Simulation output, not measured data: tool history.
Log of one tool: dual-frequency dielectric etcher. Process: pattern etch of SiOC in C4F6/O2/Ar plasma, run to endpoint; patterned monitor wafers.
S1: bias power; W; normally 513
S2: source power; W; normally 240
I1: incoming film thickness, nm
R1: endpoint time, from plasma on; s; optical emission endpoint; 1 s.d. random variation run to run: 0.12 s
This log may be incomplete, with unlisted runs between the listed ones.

| run | hour | S1 | S2 | I1 | R1 |
|---|---|---|---|---|---|
| 1 | 0.0 | 550 | 260 | 40.11 | 15.9 |
| 2 | 42.4 | 513 | 280 | 41.06 | 16.2 |
| 3 | 104.7 | 513 | 240 | 40.44 | 17.3 |
| 4 | 142.4 | 558 | 220 | 40.59 | 17.2 |
| 5 | 178.8 | 428 | 240 | 40.25 | 18.8 |
| 6 | 251.5 | 428 | 240 | 40.34 | 18.9 |
| 7 | 310.9 | 428 | 240 | 40.67 | 19.0 |
|  | 391.0 | wet clean of the chamber |
| 8 | 412.3 | 577 | 220 | 40.37 | 17.6 |
| 9 | 449.7 | 577 | 220 | 40.72 | 17.6 |
| 10 | 518.0 | 577 | 220 | 40.79 | 17.6 |
|  | 599.9 | upper electrode replaced |
| 11 | 618.0 | 439 | 240 | 40.32 | 19.2 |
| 12 | 688.3 | 513 | 240 | 40.53 | 18.1 |
| 13 | 734.8 | 513 | 240 | 40.00 | 17.9 |
| 14 | 817.0 | 513 | 240 | 40.09 | 18.1 |
|  | 871.7 | wet clean of the chamber, repeated, since the last time left the tool worse |
| 15 | 904.3 | 513 | 240 | 40.42 | 16.9 |
| 16 | 962.8 | 466 | 180 | 40.20 | 19.8 |
|  | 1048.9 | bias power generator calibrated |
| 17 | 1050.5 | 513 | 240 | 40.16 | 17.0 |
| 18 | 1095.0 | 513 | 240 | 40.01 | 16.7 |
| 19 | 1181.8 | 477 | 270 | 40.69 | 17.1 |
| 20 | 1280.6 | 610 | 260 | 39.97 | 15.3 |
| 21 | 1363.3 | 603 | 190 | 40.18 | 17.7 |
|  | 1434.3 | wet clean of the chamber |
| 22 | 1435.5 | 628 | 290 | 40.79 | 14.7 |
| 23 | 1487.9 | 440 | 200 | 40.16 | 19.7 |
| 24 | 1570.2 | 513 | 210 | 40.82 | 18.5 |
| 25 | 1607.0 | 478 | 210 | 40.11 | 18.8 |
|  | 1698.9 | source power generator calibrated |
| 26 | 1714.8 | 589 | 200 | 40.27 | 17.6 |
| 27 | 1773.0 | 449 | 270 | 40.68 | 17.3 |
| 28 | 1816.0 | 513 | 180 | 40.45 | 19.9 |
| 29 | 1919.1 | 603 | 190 | 40.30 | 18.0 |
|  | 1997.2 | wet clean of the chamber |
| 30 | 2008.4 | 639 | 240 | 40.04 | 15.6 |
| 31 | 2092.9 | 408 | 240 | 40.56 | 19.1 |
| 32 | 2163.4 | 406 | 290 | 40.62 | 17.5 |
| 33 | 2256.8 | 413 | 240 | 40.74 | 19.0 |
| 34 | 2342.9 | 513 | 240 | 40.89 | 17.7 |

A few steps of R1 between consecutive runs. Split each: what settings, incoming material and random variation would produce without the hidden state, and what is left over for the hidden state, along with gauge scatter present in only one of the two compared results (measured, and without hidden state):
Hidden state present: etch rate over this chamber's usual, %; bias power that arrives over what is set, %; source power that arrives over what is set, %.
Run 7 -> 8: S1 428 -> 577, S2 240 -> 220, wet clean of the chamber. R1 -1.4 s: hidden state +0.3, all else -1.7.
Run 14 -> 15: wet clean of the chamber, repeated, since the last time left the tool worse. R1 -1.2 s: hidden state -1.3, all else +0.1.
Run 21 -> 22: S1 603 -> 628, S2 190 -> 290, wet clean of the chamber. R1 -3.0 s: hidden state -0.3, all else -2.7.
Run 22 -> 23: S1 628 -> 440, S2 290 -> 200. R1 +5.0 s: hidden state +0.0, all else +5.0.
Run 29 -> 30: S1 603 -> 639, S2 190 -> 240, wet clean of the chamber. R1 -2.4 s: hidden state -0.4, all else -2.0.
Run 30 -> 31: S1 639 -> 408. R1 +3.5 s: hidden state +0.1, all else +3.4.

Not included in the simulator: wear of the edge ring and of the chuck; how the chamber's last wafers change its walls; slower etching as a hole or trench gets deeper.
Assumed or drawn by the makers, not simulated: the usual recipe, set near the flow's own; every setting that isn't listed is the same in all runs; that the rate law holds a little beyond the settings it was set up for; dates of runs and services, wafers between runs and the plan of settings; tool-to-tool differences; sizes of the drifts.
